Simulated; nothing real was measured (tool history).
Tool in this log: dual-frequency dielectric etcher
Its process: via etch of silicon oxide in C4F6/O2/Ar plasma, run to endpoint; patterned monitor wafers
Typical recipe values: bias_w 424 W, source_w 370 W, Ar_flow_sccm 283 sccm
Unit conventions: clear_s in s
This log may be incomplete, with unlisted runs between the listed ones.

run	hour	bias_w	source_w	Ar_flow_sccm	incoming incoming film thickness, nm	clear_s
1	0.0	424	370	283	121.2	25.7
2	8.1	424	370	283	122.9	26.1
3	15.8	465	370	283	122.8	24.9
4	21.9	424	410	283	123.5	25.2
5	28.4	424	370	283	123.3	26.2
6	80.6	424	370	283	123.3	26.3
7	97.6	455	370	283	121.7	25.2
8	111.8	455	370	283	124.2	25.9
9	128.6	455	370	283	122.8	25.2
# hour 145.1: source power generator calibrated
10	145.6	492	370	248	123.0	24.2
11	157.2	424	370	283	122.8	26.3
12	172.3	424	370	283	122.5	26.2
# hour 200.2: upper electrode replaced
13	200.7	424	370	283	122.8	26.1
14	201.1	424	370	283	124.6	26.9
15	204.7	499	370	283	123.0	24.7
# hour 217.3: bias power generator calibrated
16	228.1	424	440	283	122.2	25.2
# hour 270.6: wet clean of the chamber
17	271.1	424	370	253	123.6	25.3
18	271.4	364	370	283	122.0	26.7
# hour 284.1: Ar flow controller replaced
19	284.6	424	420	283	123.0	24.3
20	291.4	424	370	283	122.4	25.3
21	301.4	424	370	283	122.3	25.2
22	307.4	374	410	283	122.5	25.8
23	324.3	382	400	283	122.5	25.6
24	334.7	330	330	312	121.9	29.4
25	347.2	329	310	224	123.8	29.2
26	358.5	424	370	283	124.0	25.8
27	366.6	384	450	315	122.9	25.0

Below are 3 alternative next runs, each starting from the tool's condition after run 27. Predict each:
A	367.0	424	370	259	124.8	?
B	367.0	424	370	235	124.8	?
C	367.0	344	460	283	124.8	?

run	clear_s
A	25.5
B	25.3
C	25.9
What these runs would have given with no unlogged condition in the tool:
run	clear_s
A	25.2
B	25.0
C	25.6
